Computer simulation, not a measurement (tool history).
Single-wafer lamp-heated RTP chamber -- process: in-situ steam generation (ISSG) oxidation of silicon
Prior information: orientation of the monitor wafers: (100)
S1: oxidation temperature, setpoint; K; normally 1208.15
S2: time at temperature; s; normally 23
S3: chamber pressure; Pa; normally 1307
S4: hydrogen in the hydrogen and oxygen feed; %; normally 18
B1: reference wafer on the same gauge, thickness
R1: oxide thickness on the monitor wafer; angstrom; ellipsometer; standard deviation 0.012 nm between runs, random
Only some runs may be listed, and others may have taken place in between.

Run 1, day 0.000: usual settings; B1 4.040. Result: R1 44.89 angstrom.
Run 2, day 1.608: usual settings; B1 4.041. Result: R1 44.66 angstrom.
At day 2.596: hydrogen flow controller replaced.
Run 3, day 5.783: usual settings; B1 4.042. Result: R1 45.02 angstrom.
Run 4, day 8.950: usual settings; B1 4.042. Result: R1 44.94 angstrom.
Run 5, day 10.829: usual settings; B1 4.042. Result: R1 44.83 angstrom.
Run 6, day 13.038: usual settings; B1 4.042. Result: R1 44.98 angstrom.
Run 7, day 14.592: usual settings but S1 1227.15 K, S2 14 s; B1 4.041. Result: R1 38.99 angstrom.
Run 8, day 18.062: usual settings but S3 1107 Pa; B1 4.041. Result: R1 45.71 angstrom.
Run 9, day 21.371: usual settings but S2 17 s, S4 24 %; B1 4.039. Result: R1 42.64 angstrom.
At day 22.533: pressure gauge zeroed.
At day 22.679: pyrometer window cleaned and pyrometer calibrated.
Run 10, day 24.271: usual settings but S2 26 s; B1 4.042. Result: R1 46.85 angstrom.
Run 11, day 26.912: usual settings but S1 1190.15 K, S3 1360 Pa; B1 4.042. Result: R1 42.39 angstrom.
Run 12, day 31.062: usual settings but S1 1197.15 K, S2 19 s, S3 1120 Pa, S4 28 %; B1 4.040. Result: R1 45.29 angstrom.
Run 13, day 35.225: usual settings; B1 4.040. Result: R1 44.96 angstrom.
Run 14, day 38.254: usual settings; B1 4.040. Result: R1 44.89 angstrom.
At day 41.308: gauge calibrated.
Run 15, day 41.362: usual settings; B1 4.043. Result: R1 45.05 angstrom.
Run 16, day 43.004: usual settings but S1 1225.15 K; B1 4.040. Result: R1 47.43 angstrom.
Run 17, day 45.633: usual settings but S2 26 s, S3 1360 Pa, S4 13 %; B1 4.039. Result: R1 44.25 angstrom.
Run 18, day 49.554: usual settings but S2 17 s, S3 1360 Pa; B1 4.040. Result: R1 39.72 angstrom.
Run 19, day 52.588: usual settings but S1 1224.15 K, S2 31 s, S4 25 %; B1 4.043. Result: R1 58.20 angstrom.
At day 53.379: pyrometer window cleaned and pyrometer calibrated.
Run 20, day 55.175: usual settings but S1 1226.15 K, S2 17 s, S3 1360 Pa, S4 14 %; B1 4.042. Result: R1 39.14 angstrom.
Run 21, day 58.942: usual settings but S3 1360 Pa, S4 11 %; B1 4.039. Result: R1 40.39 angstrom.
Run 22, day 61.154: usual settings but S1 1191.15 K, S3 1360 Pa; B1 4.039. Result: R1 42.24 angstrom.
Run 23, day 65.583: usual settings but S1 1219.15 K; B1 4.042. Result: R1 46.45 angstrom.
Run 24, day 67.154: usual settings but S1 1226.15 K, S2 16 s, S3 1173 Pa; B1 4.039. Result: R1 41.26 angstrom.
Run 25, day 70.554: usual settings but S2 17 s; B1 4.043. Result: R1 39.80 angstrom.
Run 26, day 72.838: usual settings but S2 29 s, S3 1213 Pa, S4 21 %; B1 4.040. Result: R1 51.47 angstrom.
Run 27, day 74.792: usual settings but S1 1202.15 K, S3 1360 Pa; B1 4.040. Result: R1 43.80 angstrom.
Run 28, day 78.717: usual settings; B1 4.040. Result: R1 45.33 angstrom.
At day 80.479: pyrometer window cleaned and pyrometer calibrated.
Run 29, day 87.117: usual settings but S1 1225.15 K; B1 4.039. Result: R1 47.06 angstrom.

Forecast run 30:
Run 30, day 91.117: usual settings but S1 1218.15 K, S2 19 s, S3 1120 Pa, S4 22 %; B1 ?. Result: R1 ?.

B1: 4.040
R1: 45.37 angstrom
Without the tool's hidden state the same run would have given R1 45.12 angstrom.
